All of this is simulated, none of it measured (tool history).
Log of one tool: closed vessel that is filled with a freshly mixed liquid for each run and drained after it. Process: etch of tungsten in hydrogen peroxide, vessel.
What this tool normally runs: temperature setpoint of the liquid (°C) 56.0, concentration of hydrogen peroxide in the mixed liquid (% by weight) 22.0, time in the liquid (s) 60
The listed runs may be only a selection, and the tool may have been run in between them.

| run | hour | temperature setpoint of the liquid (°C) | concentration of hydrogen peroxide in the mixed liquid (% by weight) | time in the liquid (s) | wafers since the last listed run | hours since the thermometer was replaced | hours since the peroxide flow meter was replaced | hours since the drum of peroxide was connected | hours since the gauge calibration | read-back film thickness of the tungsten reference wafer, read on the same gauge (nm) | thickness taken off the tungsten on a monitor wafer (Å) |
|---|---|---|---|---|---|---|---|---|---|---|---|
| 1 | 0.0 | 56.0 | 22.0 | 60 | 0 | 2339.8 | 1131.4 | 599.5 | 301.9 | 60.00 | 1276.2 |
| 2 | 39.2 | 56.0 | 22.0 | 60 | 4369 | 2379.0 | 1170.6 | 638.7 | 341.1 | 60.02 | 1275.0 |
| 3 | 106.0 | 56.0 | 22.0 | 60 | 7446 | 2445.8 | 1237.4 | 705.5 | 407.9 | 60.01 | 1267.1 |
| 4 | 161.1 | 56.0 | 23.5 | 60 | 6142 | 2500.9 | 1292.5 | 760.6 | 463.0 | 60.02 | 1309.7 |
| 5 | 258.5 | 56.0 | 23.5 | 60 | 10857 | 2598.3 | 1389.9 | 858.0 | 560.4 | 60.01 | 1324.8 |
| 6 | 382.6 | 59.5 | 17.5 | 60 | 13834 | 2722.4 | 1514.0 | 982.1 | 684.5 | 60.04 | 1394.2 |
| 7 | 452.0 | 59.5 | 17.5 | 60 | 7736 | 2791.8 | 1583.4 | 1051.5 | 753.9 | 60.01 | 1404.4 |
|  | 507.2 | new drum of peroxide connected |
| 8 | 551.1 | 59.5 | 17.5 | 60 | 10935 | 2890.9 | 1682.5 | 43.9 | 853.0 | 60.01 | 1406.1 |
|  | 585.8 | thermometer replaced |
| 9 | 649.0 | 50.0 | 22.0 | 70 | 10801 | 63.2 | 1780.4 | 141.8 | 950.9 | 60.01 | 1048.9 |
| 10 | 691.2 | 59.5 | 22.0 | 60 | 4704 | 105.4 | 1822.6 | 184.0 | 993.1 | 60.04 | 1582.4 |
|  | 722.9 | peroxide flow meter replaced |
| 11 | 757.9 | 56.0 | 22.0 | 60 | 7323 | 172.1 | 35.0 | 250.7 | 1059.8 | 59.98 | 1240.2 |
| 12 | 797.7 | 62.0 | 25.5 | 85 | 4436 | 211.9 | 74.8 | 290.5 | 1099.6 | 59.98 | 2667.4 |
| 13 | 870.3 | 46.0 | 16.5 | 85 | 8093 | 284.5 | 147.4 | 363.1 | 1172.2 | 59.98 | 838.3 |
| 14 | 968.2 | 56.0 | 25.5 | 90 | 10913 | 382.4 | 245.3 | 461.0 | 1270.1 | 60.00 | 2013.4 |
| 15 | 1031.6 | 56.0 | 25.0 | 75 | 7067 | 445.8 | 308.7 | 524.4 | 1333.5 | 60.00 | 1652.0 |
|  | 1184.8 | gauge calibrated |
| 16 | 1234.2 | 50.0 | 22.0 | 70 | 22584 | 648.4 | 511.3 | 727.0 | 49.4 | 60.02 | 1025.7 |
| 17 | 1382.7 | 56.0 | 22.0 | 40 | 16554 | 796.9 | 659.8 | 875.5 | 197.9 | 59.97 | 838.8 |
| 18 | 1431.3 | 64.5 | 25.0 | 60 | 5417 | 845.5 | 708.4 | 924.1 | 246.5 | 60.01 | 2204.2 |
| 19 | 1477.0 | 56.0 | 24.0 | 60 | 5094 | 891.2 | 754.1 | 969.8 | 292.2 | 60.00 | 1299.2 |
| 20 | 1556.2 | 65.0 | 20.0 | 90 | 8828 | 970.4 | 833.3 | 1049.0 | 371.4 | 60.03 | 3010.0 |
| 21 | 1662.1 | 63.0 | 26.0 | 35 | 11805 | 1076.3 | 939.2 | 1154.9 | 477.3 | 59.99 | 1197.5 |

5 options for the next run, each taken on its own from the tool as it stands now. Forecast them:
| A | 1662.8 | 56.0 | 22.0 | 35 | 78 | 1077.0 | 939.9 | 1155.6 | 478.0 | ? | ? |
| B | 1662.8 | 51.5 | 26.0 | 60 | 78 | 1077.0 | 939.9 | 1155.6 | 478.0 | ? | ? |
| C | 1662.8 | 48.5 | 22.0 | 60 | 78 | 1077.0 | 939.9 | 1155.6 | 478.0 | ? | ? |
| D | 1662.8 | 46.5 | 19.5 | 85 | 78 | 1077.0 | 939.9 | 1155.6 | 478.0 | ? | ? |
| E | 1662.8 | 62.0 | 26.5 | 95 | 78 | 1077.0 | 939.9 | 1155.6 | 478.0 | ? | ? |

| run | read-back film thickness of the tungsten reference wafer, read on the same gauge (nm) | thickness taken off the tungsten on a monitor wafer (Å) |
|---|---|---|
| A | 60.00 | 737.0 |
| B | 60.00 | 1049.8 |
| C | 60.00 | 803.9 |
| D | 60.00 | 947.0 |
| E | 60.00 | 3106.7 |
With no hidden state in the tool, these same runs would have given:
| run | thickness taken off the tungsten on a monitor wafer (Å) |
|---|---|
| A | 723.1 |
| B | 1029.9 |
| C | 788.7 |
| D | 929.1 |
| E | 3048.0 |

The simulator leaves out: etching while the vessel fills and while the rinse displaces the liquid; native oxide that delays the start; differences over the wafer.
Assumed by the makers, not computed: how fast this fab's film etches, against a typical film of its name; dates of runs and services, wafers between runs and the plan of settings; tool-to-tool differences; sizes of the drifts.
